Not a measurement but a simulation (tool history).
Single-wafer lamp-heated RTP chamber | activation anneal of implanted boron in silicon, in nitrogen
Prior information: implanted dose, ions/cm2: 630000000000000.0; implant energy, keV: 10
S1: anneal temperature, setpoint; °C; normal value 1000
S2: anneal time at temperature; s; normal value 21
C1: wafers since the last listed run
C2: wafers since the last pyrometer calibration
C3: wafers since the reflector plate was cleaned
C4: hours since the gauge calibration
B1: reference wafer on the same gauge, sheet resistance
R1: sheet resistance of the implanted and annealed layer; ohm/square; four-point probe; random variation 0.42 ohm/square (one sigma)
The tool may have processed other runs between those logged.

run,day,S1,S2,C1,C2,C3,C4,B1,R1
1,0,1000,21,0,1545,6730,155.9,158.95,187.3
# day 2.367: reflector plate cleaned
2,2.388,1000,21,795,2340,8,213.2,158.86,187.59
3,4.429,987,14,790,3131,798,262.2,159.13,191.62
# day 6.808: pyrometer window cleaned and pyrometer calibrated
4,9.338,1000,21,1770,979,2569,380,159.03,187.61
5,12.079,1000,13,1061,2040,3630,445.8,159.06,188.4
6,13.779,1000,13,658,2698,4288,486.6,158.88,188.63
# day 14.267: gauge calibrated
7,16.321,1000,21,983,3682,5272,49.3,159.16,187.23
# day 17.562: pyrometer window cleaned and pyrometer calibrated
8,17.633,1030,30,379,28,5651,80.8,158.86,184.26
9,19.021,1014,32,537,565,6188,114.1,158.88,185.34
10,21.612,1000,21,1003,1568,7191,176.3,158.99,187.53
11,22.871,1011,12,487,2055,7678,206.5,159.02,187.7
# day 23.254: reflector plate cleaned
12,24.267,1008,15,411,2466,391,240,158.89,186.77
13,25.858,1013,21,616,3082,1007,278.2,159,185.68
14,28.308,1029,29,948,4031,1955,337,159.02,183.19
# day 29.417: pyrometer window cleaned and pyrometer calibrated
15,30.008,987,26,529,229,2484,377.8,158.97,191.55

Forecast each of these 5 alternatives for the next run:
A,30.025,1000,21,6,235,2491,378.2,?,?
B,30.025,990,11,6,235,2491,378.2,?,?
C,30.025,990,33,6,235,2491,378.2,?,?
D,30.025,1020,13,6,235,2491,378.2,?,?
E,30.025,1010,21,6,235,2491,378.2,?,?

run,B1,R1
A,158.94,188.98
B,158.94,194.35
C,158.94,190.32
D,158.94,187.13
E,158.94,187.24
Had the tool no hidden state, the same runs would have come out as:
run,R1
A,189.16
B,194.75
C,190.59
D,187.2
E,187.35
